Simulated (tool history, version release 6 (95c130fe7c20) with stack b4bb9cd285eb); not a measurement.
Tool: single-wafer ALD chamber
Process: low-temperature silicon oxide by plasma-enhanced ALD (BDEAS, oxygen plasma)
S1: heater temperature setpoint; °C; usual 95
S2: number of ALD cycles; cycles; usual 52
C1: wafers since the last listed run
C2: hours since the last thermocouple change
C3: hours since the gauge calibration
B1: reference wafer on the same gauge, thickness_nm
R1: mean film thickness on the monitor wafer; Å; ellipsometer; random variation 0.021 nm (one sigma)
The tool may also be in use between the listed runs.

run 1 day=0 | S1=90 S2=52 | C1=0 C2=1468 C3=64.8 | B1=8.938 | R1=85.95
run 2 day=0.529 | S1=88 S2=47 | C1=70 C2=1480.7 C3=77.5 | B1=8.945 | R1=78.13
run 3 day=1.05 | S1=88 S2=47 | C1=69 C2=1493.2 C3=90 | B1=8.948 | R1=78.17
run 4 day=1.525 | S1=88 S2=47 | C1=63 C2=1504.6 C3=101.4 | B1=8.954 | R1=78.13
run 5 day=2.208 | S1=86 S2=57 | C1=91 C2=1521 C3=117.8 | B1=8.955 | R1=95.33
run 6 day=2.642 | S1=86 S2=57 | C1=57 C2=1531.4 C3=128.2 | B1=8.962 | R1=95.53
run 7 day=3.267 | S1=103 S2=52 | C1=83 C2=1546.4 C3=143.2 | B1=8.96 | R1=82.24
run 8 day=5.108 | S1=103 S2=52 | C1=246 C2=1590.6 C3=187.4 | B1=8.987 | R1=82.69
-- day=5.767 thermocouple changed; heater temperature recalibrated
run 9 day=5.788 | S1=87 S2=52 | C1=46 C2=0.5 C3=203.7 | B1=8.997 | R1=87.35
run 10 day=5.829 | S1=100 S2=58 | C1=5 C2=1.5 C3=204.7 | B1=9.002 | R1=93.15
run 11 day=6.233 | S1=101 S2=62 | C1=54 C2=11.2 C3=214.4 | B1=9.006 | R1=99.5
-- day=6.433 gauge calibrated
run 12 day=6.938 | S1=95 S2=49 | C1=94 C2=28.1 C3=12.1 | B1=8.927 | R1=79.21
run 13 day=7.304 | S1=95 S2=57 | C1=49 C2=36.9 C3=20.9 | B1=8.932 | R1=92.02
run 14 day=7.9 | S1=86 S2=57 | C1=79 C2=51.2 C3=35.2 | B1=8.932 | R1=95.5
run 15 day=8.625 | S1=101 S2=55 | C1=96 C2=68.6 C3=52.6 | B1=8.942 | R1=87.13
run 16 day=9.279 | S1=95 S2=52 | C1=87 C2=84.3 C3=68.3 | B1=8.936 | R1=84.41
run 17 day=9.95 | S1=83 S2=48 | C1=89 C2=100.4 C3=84.4 | B1=8.947 | R1=81.22

Measured less the same run without the tool's hidden state. The same run-to-run variation is in both; the gauge's scatter may not be:
The hidden state here: wafer temperature above the value expected at the setpoint (K); gauge reads high (%).
run=1 R1=+0.11
run=2 R1=+0.12
run=3 R1=+0.15
run=4 R1=+0.18
run=5 R1=+0.28
run=6 R1=+0.32
run=7 R1=+0.33
run=8 R1=+0.54
run=9 R1=+0.66
run=10 R1=+0.71
run=11 R1=+0.83
run=12 R1=+0.03
run=13 R1=+0.04
run=14 R1=+0.06
run=15 R1=+0.07
run=16 R1=+0.1
run=17 R1=+0.13

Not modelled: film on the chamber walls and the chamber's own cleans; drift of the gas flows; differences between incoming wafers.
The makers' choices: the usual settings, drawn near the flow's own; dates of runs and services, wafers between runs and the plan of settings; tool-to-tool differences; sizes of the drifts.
